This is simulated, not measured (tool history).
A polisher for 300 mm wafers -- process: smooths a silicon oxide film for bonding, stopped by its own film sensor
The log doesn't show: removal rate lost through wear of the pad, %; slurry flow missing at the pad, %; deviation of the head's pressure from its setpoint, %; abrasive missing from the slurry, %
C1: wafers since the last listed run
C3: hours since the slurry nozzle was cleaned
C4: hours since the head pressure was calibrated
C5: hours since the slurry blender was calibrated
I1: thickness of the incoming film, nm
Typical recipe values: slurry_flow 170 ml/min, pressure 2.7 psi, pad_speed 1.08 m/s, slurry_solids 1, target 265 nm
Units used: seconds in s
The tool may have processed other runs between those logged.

Run 1, hour 0: usual settings; C1 0; wafers polished on this pad 823; C3 94.3; C4 453.8; C5 55.6; I1 304.1. Result: seconds 54.1 s.
At hour 38: worn pad replaced by a new one.
Run 2, hour 41.5: usual settings; C1 303; wafers polished on this pad 28; C3 135.8; C4 495.3; C5 97.1; I1 308.4. Result: seconds 61.6 s.
Run 3, hour 88.4: usual settings; C1 379; wafers polished on this pad 407; C3 182.7; C4 542.2; C5 144; I1 309.9. Result: seconds 64.7 s.
At hour 202.1: worn pad replaced by a new one.
Run 4, hour 278.1: usual settings; C1 1501; wafers polished on this pad 614; C3 372.4; C4 731.9; C5 333.7; I1 315.7. Result: seconds 73.7 s.
Run 5, hour 327.8: usual settings; C1 401; wafers polished on this pad 1016; C3 422.1; C4 781.6; C5 383.4; I1 315.7. Result: seconds 75.8 s.
At hour 352.8: worn pad replaced by a new one.
Run 6, hour 382.3: usual settings; C1 408; wafers polished on this pad 238; C3 476.6; C4 836.1; C5 437.9; I1 306.4. Result: seconds 63.9 s.
At hour 384.9: slurry blender recalibrated.
Run 7, hour 418.2: usual settings; C1 274; wafers polished on this pad 512; C3 512.5; C4 872; C5 33.3; I1 309.9. Result: seconds 62.3 s.
At hour 461.1: head pressure recalibrated.
Run 8, hour 467.2: usual settings; C1 380; wafers polished on this pad 892; C3 561.5; C4 6.1; C5 82.3; I1 312.7. Result: seconds 67.8 s.
Run 9, hour 493.7: usual settings but slurry_flow 125 ml/min, pressure 2.3 psi, pad_speed 1.2 m/s; C1 214; wafers polished on this pad 1107; C3 588; C4 32.6; C5 108.8; I1 310.4. Result: seconds 69.5 s.
At hour 498: worn pad replaced by a new one.
At hour 508.3: slurry nozzle cleaned.
Run 10, hour 530.9: usual settings but pad_speed 0.72 m/s; C1 260; wafers polished on this pad 258; C3 22.6; C4 69.8; C5 146; I1 304.8. Result: seconds 67.8 s.
Run 11, hour 565.8: usual settings but pressure 2.2 psi, pad_speed 0.94 m/s, slurry_solids 1.2; C1 282; wafers polished on this pad 540; C3 57.5; C4 104.7; C5 180.9; I1 313.2. Result: seconds 72 s.
Run 12, hour 623.2: usual settings; C1 464; wafers polished on this pad 1004; C3 114.9; C4 162.1; C5 238.3; I1 314.3. Result: seconds 71.7 s.
At hour 653: worn pad replaced by a new one.
Run 13, hour 656.3: usual settings but slurry_flow 130 ml/min, slurry_solids 0.75; C1 235; wafers polished on this pad 26; C3 148; C4 195.2; C5 271.4; I1 310.7. Result: seconds 92.6 s.
Run 14, hour 688.2: usual settings but target 277 nm; C1 257; wafers polished on this pad 284; C3 179.9; C4 227.1; C5 303.3; I1 312.8. Result: seconds 52.1 s.
Run 15, hour 712.4: usual settings but slurry_solids 0.9, target 258 nm; C1 195; wafers polished on this pad 480; C3 204.1; C4 251.3; C5 327.5; I1 304. Result: seconds 76.5 s.
Run 16, hour 777.6: usual settings; C1 527; wafers polished on this pad 1007; C3 269.3; C4 316.5; C5 392.7; I1 310. Result: seconds 69.7 s.

Results for each run, recomputed without the tool's hidden state and with each run's random variation untouched:
run  seconds
  1     53.3
  2     60.3
  3     62.7
  4     68.6
  5     69.6
  6       58
  7     61.5
  8     66.3
  9     67.6
 10     65.5
 11     69.4
 12     67.9
 13     85.6
 14     48.6
 15     70.5
 16     63.7

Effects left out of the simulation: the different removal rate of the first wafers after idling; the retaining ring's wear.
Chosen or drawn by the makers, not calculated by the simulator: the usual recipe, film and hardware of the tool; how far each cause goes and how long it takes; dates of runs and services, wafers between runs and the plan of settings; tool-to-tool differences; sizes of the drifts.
